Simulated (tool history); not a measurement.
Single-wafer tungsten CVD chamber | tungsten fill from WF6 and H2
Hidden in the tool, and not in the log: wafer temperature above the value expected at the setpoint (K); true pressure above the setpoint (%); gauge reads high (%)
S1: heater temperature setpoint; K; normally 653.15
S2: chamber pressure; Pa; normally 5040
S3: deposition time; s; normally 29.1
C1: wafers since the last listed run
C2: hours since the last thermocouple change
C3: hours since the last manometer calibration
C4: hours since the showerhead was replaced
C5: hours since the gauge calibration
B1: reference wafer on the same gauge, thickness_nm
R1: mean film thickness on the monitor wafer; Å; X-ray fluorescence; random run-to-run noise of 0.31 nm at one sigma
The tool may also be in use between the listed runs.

run	hour	S1	S2	S3	C1	C2	C3	C4	C5	B1	R1
1	0.0	642.15	5040	29.1	0	2564.1	1316.1	6901.8	122.2	48.323	463.30
2	13.9	642.15	5040	29.1	386	2578.0	1330.0	6915.7	136.1	48.450	465.18
3	29.1	653.15	5040	29.1	422	2593.2	1345.2	6930.9	151.3	48.363	604.84
4	49.3	653.15	5040	29.1	562	2613.4	1365.4	6951.1	171.5	48.385	605.82
5	77.3	653.15	5040	29.1	779	2641.4	1393.4	6979.1	199.5	48.414	600.19
6	102.0	653.15	5040	24.5	687	2666.1	1418.1	7003.8	224.2	48.374	506.23
7	122.4	653.15	5040	24.5	567	2686.5	1438.5	7024.2	244.6	48.391	511.01
# hour 138.8: showerhead replaced
8	139.3	653.15	5040	24.5	247	2703.4	1455.4	0.5	261.5	48.382	506.22
# hour 159.1: capacitance manometer re-zeroed and calibrated
9	159.6	653.15	5040	31.5	342	2723.7	0.5	20.8	281.8	48.374	651.69
# hour 180.3: thermocouple changed; heater temperature recalibrated
10	185.0	653.15	5760	25.2	484	4.7	25.9	46.2	307.2	48.398	548.14
11	200.2	653.15	4586	27.2	422	19.9	41.1	61.4	322.4	48.360	544.15
# hour 212.0: gauge calibrated
12	218.8	653.15	5040	29.1	517	38.5	59.7	80.0	6.8	48.453	602.12
13	251.7	642.15	5040	29.1	915	71.4	92.6	112.9	39.7	48.424	464.80
14	271.9	653.15	5040	29.1	562	91.6	112.8	133.1	59.9	48.400	603.24
15	285.0	661.15	4640	34.2	364	104.7	125.9	146.2	73.0	48.499	823.60
16	309.8	668.15	6119	33.0	690	129.5	150.7	171.0	97.8	48.466	1027.35
17	331.0	647.15	4453	29.1	589	150.7	171.9	192.2	119.0	48.410	498.57

Each row is a separate what-if for the run after 17, all from the same tool condition, not one after another. Results?
A	331.4	653.15	5040	29.1	11	151.1	172.3	192.6	119.4	?	?
B	331.4	653.15	5413	29.1	11	151.1	172.3	192.6	119.4	?	?
C	331.4	653.15	4573	29.1	11	151.1	172.3	192.6	119.4	?	?
D	331.4	653.15	5733	29.1	11	151.1	172.3	192.6	119.4	?	?

run	B1	R1
A	48.417	608.87
B	48.417	625.95
C	48.417	586.59
D	48.417	640.07
The same runs, with their run-to-run variation unchanged, on a tool lacking any hidden condition would have given:
run	R1
A	608.87
B	625.95
C	586.59
D	640.07
